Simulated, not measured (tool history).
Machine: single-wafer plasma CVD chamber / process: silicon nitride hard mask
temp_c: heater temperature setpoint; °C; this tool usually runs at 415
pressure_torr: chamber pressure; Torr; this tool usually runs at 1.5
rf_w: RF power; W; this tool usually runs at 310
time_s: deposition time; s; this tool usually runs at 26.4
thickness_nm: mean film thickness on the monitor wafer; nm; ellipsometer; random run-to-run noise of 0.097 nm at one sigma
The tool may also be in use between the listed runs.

run	hour	temp_c	pressure_torr	rf_w	time_s	wafers since the last listed run	hours since the last thermocouple change	hours since the last RF generator calibration	hours since the last manometer calibration	hours since the showerhead was replaced	hours since the gauge calibration	read-back reference wafer on the same gauge, thickness_nm	thickness_nm
1	0	415	1.5	310	26.4	0	2949.4	1389.2	46.4	5764.7	380.2	27.623	29.05
2	12.5	415	1.5	310	26.4	201	2961.9	1401.7	58.9	5777.2	392.7	27.614	29.046
3	24.9	415	1.5	310	26.4	199	2974.3	1414.1	71.3	5789.6	405.1	27.605	29.085
4	35.9	408	1.5	310	24	177	2985.3	1425.1	82.3	5800.6	416.1	27.589	26.406
# hour 48.2: gauge calibrated
# hour 51.3: showerhead replaced, of another model than before
5	51.8	408	1.5	310	24	127	3001.2	1441	98.2	0.5	3.6	27.583	25.698
6	61.6	415	1.14	260	29.8	157	3011	1450.8	108	10.3	13.4	27.588	24.831
7	79.3	420	1.35	280	22.5	285	3028.7	1468.5	125.7	28	31.1	27.616	21.052
8	86.3	415	1.5	310	26.4	112	3035.7	1475.5	132.7	35	38.1	27.607	28.142
9	102.2	415	1.5	310	31	256	3051.6	1491.4	148.6	50.9	54	27.598	32.874
10	108.7	415	1.72	310	26.4	104	3058.1	1497.9	155.1	57.4	60.5	27.62	28.724
11	121.4	415	1.5	310	26.4	204	3070.8	1510.6	167.8	70.1	73.2	27.611	28.045
12	133.8	415	1.17	250	28.8	199	3083.2	1523	180.2	82.5	85.6	27.602	22.81
# hour 151.8: RF generator calibrated
13	152.3	415	1.5	250	26.4	169	3101.7	0.5	198.7	101	104.1	27.622	24.197
# hour 160.5: thermocouple changed; heater temperature recalibrated
14	169.1	429	1.5	310	26.4	141	8.6	17.3	215.5	117.8	120.9	27.612	30.338
15	185.2	415	1.62	310	26.4	259	24.7	33.4	231.6	133.9	137	27.624	30.928
16	198.4	415	1.14	365	21.7	212	37.9	46.6	244.8	147.1	150.2	27.616	27.559
17	213.5	429	1.5	310	26.4	243	53	61.7	259.9	162.2	165.3	27.627	30.147
18	226.4	420	1.5	310	28	207	65.9	74.6	272.8	175.1	178.2	27.595	32.073
19	234.1	406	1.7	360	23.3	124	73.6	82.3	280.5	182.8	185.9	27.608	31.501
20	248	421	1.6	310	29.8	223	87.5	96.2	294.4	196.7	199.8	27.585	34.391
21	261.9	415	1.5	310	26.4	223	101.4	110.1	308.3	210.6	213.7	27.595	30.472
22	270.5	423	1.2	265	29.4	138	110	118.7	316.9	219.2	222.3	27.594	27.404
23	287.1	415	1.16	310	26.4	267	126.6	135.3	333.5	235.8	238.9	27.589	28.772
24	298.6	421	1.5	310	28.6	185	138.1	146.8	345	247.3	250.4	27.592	32.589
25	306.2	405	1.77	260	24	122	145.7	154.4	352.6	254.9	258	27.611	23.864
26	317.8	415	1.5	310	26.4	186	157.3	166	364.2	266.5	269.6	27.604	29.975
27	331	405	1.5	295	26.4	212	170.5	179.2	377.4	279.7	282.8	27.578	29.063
28	348.9	410	1.3	325	26.4	288	188.4	197.1	395.3	297.6	300.7	27.587	30.698
29	359.7	415	1.5	310	26.4	174	199.2	207.9	406.1	308.4	311.5	27.594	30.163

Below are 4 alternative next runs, each starting from the tool's condition after run 29. Predict each:
A	360.1	415	1.5	360	26.4	6	199.6	208.3	406.5	308.8	311.9	?	?
B	360.1	408	1.5	260	28.4	6	199.6	208.3	406.5	308.8	311.9	?	?
C	360.1	420	1.5	310	26.4	6	199.6	208.3	406.5	308.8	311.9	?	?
D	360.1	415	1.5	310	30.7	6	199.6	208.3	406.5	308.8	311.9	?	?

run	read-back reference wafer on the same gauge, thickness_nm	thickness_nm
A	27.598	34.275
B	27.598	26.957
C	27.598	29.921
D	27.598	34.866
Without the tool's hidden state the same runs would have given:
run	thickness_nm
A	34.978
B	27.579
C	30.563
D	35.615
